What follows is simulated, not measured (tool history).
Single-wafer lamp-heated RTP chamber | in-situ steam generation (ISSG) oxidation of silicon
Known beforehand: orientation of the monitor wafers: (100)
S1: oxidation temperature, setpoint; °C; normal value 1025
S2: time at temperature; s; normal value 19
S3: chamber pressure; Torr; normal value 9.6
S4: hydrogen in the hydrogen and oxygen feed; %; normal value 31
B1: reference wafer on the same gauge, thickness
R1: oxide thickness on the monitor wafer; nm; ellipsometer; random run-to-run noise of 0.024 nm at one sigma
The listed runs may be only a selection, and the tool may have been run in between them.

run 1 hour=0 | S1=1025 S2=19 S3=9.6 S4=32 | B1=5.581 | R1=6.719
run 2 hour=173.3 | S1=1025 S2=19 S3=9.6 S4=32 | B1=5.582 | R1=6.788
run 3 hour=259.8 | S1=1025 S2=19 S3=9.6 S4=32 | B1=5.58 | R1=6.877
run 4 hour=322.4 | S1=1025 S2=19 S3=9.6 S4=31 | B1=5.579 | R1=6.833
run 5 hour=417 | S1=1025 S2=19 S3=9.6 S4=31 | B1=5.576 | R1=6.871
-- hour=470.2 pyrometer window cleaned and pyrometer calibrated
run 6 hour=470.7 | S1=1025 S2=16 S3=9.6 S4=31 | B1=5.586 | R1=6.142
run 7 hour=566.5 | S1=1025 S2=17 S3=9.6 S4=31 | B1=5.578 | R1=6.359
run 8 hour=624.6 | S1=1025 S2=17 S3=9.6 S4=31 | B1=5.579 | R1=6.446
run 9 hour=672.9 | S1=1025 S2=19 S3=9.6 S4=31 | B1=5.581 | R1=6.809
run 10 hour=719.7 | S1=1025 S2=19 S3=9.6 S4=31 | B1=5.58 | R1=6.784
run 11 hour=810.6 | S1=1025 S2=19 S3=9.6 S4=31 | B1=5.577 | R1=6.821
run 12 hour=854.3 | S1=1025 S2=19 S3=9.6 S4=31 | B1=5.581 | R1=6.889
run 13 hour=969.8 | S1=1025 S2=19 S3=9.6 S4=31 | B1=5.582 | R1=6.964
-- hour=1013.2 pyrometer window cleaned and pyrometer calibrated
run 14 hour=1051.7 | S1=1025 S2=19 S3=9.2 S4=31 | B1=5.585 | R1=6.759
-- hour=1064.6 pressure gauge zeroed
run 15 hour=1144.9 | S1=1025 S2=19 S3=9.2 S4=31 | B1=5.582 | R1=6.831
run 16 hour=1224.2 | S1=1025 S2=19 S3=9.6 S4=31 | B1=5.582 | R1=6.786
run 17 hour=1320.9 | S1=1042 S2=19 S3=9.6 S4=32 | B1=5.581 | R1=7.525
run 18 hour=1424.4 | S1=1036 S2=19 S3=9.6 S4=31 | B1=5.582 | R1=7.299
-- hour=1452.8 pyrometer window cleaned and pyrometer calibrated
run 19 hour=1470.6 | S1=1007 S2=19 S3=9.6 S4=32 | B1=5.582 | R1=6.224
run 20 hour=1512.3 | S1=1025 S2=15 S3=9.6 S4=31 | B1=5.577 | R1=5.974
run 21 hour=1578.1 | S1=1025 S2=19 S3=10 S4=31 | B1=5.583 | R1=6.657
run 22 hour=1630.3 | S1=1039 S2=12 S3=10.1 S4=26 | B1=5.582 | R1=5.468
-- hour=1675.5 gauge calibrated
run 23 hour=1720.4 | S1=1040 S2=19 S3=9.6 S4=31 | B1=5.58 | R1=7.332
-- hour=1735.8 hydrogen flow controller replaced
run 24 hour=1789.2 | S1=1040 S2=19 S3=8.9 S4=31 | B1=5.576 | R1=7.471
run 25 hour=1863.1 | S1=1025 S2=19 S3=9.6 S4=31 | B1=5.585 | R1=6.887
-- hour=1895 pyrometer window cleaned and pyrometer calibrated
run 26 hour=1960.9 | S1=1025 S2=19 S3=9.6 S4=31 | B1=5.582 | R1=6.697
run 27 hour=2053.8 | S1=1025 S2=19 S3=10.2 S4=32 | B1=5.584 | R1=6.749
run 28 hour=2128.1 | S1=1025 S2=19 S3=9.6 S4=31 | B1=5.586 | R1=6.807
run 29 hour=2226.7 | S1=1025 S2=13 S3=9.6 S4=28 | B1=5.58 | R1=5.604
run 30 hour=2313.2 | S1=1025 S2=19 S3=9.6 S4=31 | B1=5.581 | R1=6.915
-- hour=2385.2 pyrometer window cleaned and pyrometer calibrated
run 31 hour=2396.4 | S1=1025 S2=22 S3=10.2 S4=22 | B1=5.578 | R1=6.554

Predict each of these 3 candidate next runs independently; none follows another, all start after run 31:
run A hour=2396.8 | S1=1025 S2=19 S3=9.6 S4=31 | B1=? | R1=?
run B hour=2396.8 | S1=1044 S2=19 S3=9.6 S4=26 | B1=? | R1=?
run C hour=2396.8 | S1=1044 S2=21 S3=8.9 S4=31 | B1=? | R1=?

run=A B1=5.58 R1=6.638
run=B B1=5.58 R1=7.001
run=C B1=5.58 R1=7.778
Had the tool no hidden state, the same runs would have come out as:
run=A R1=6.63
run=B R1=6.992
run=C R1=7.768
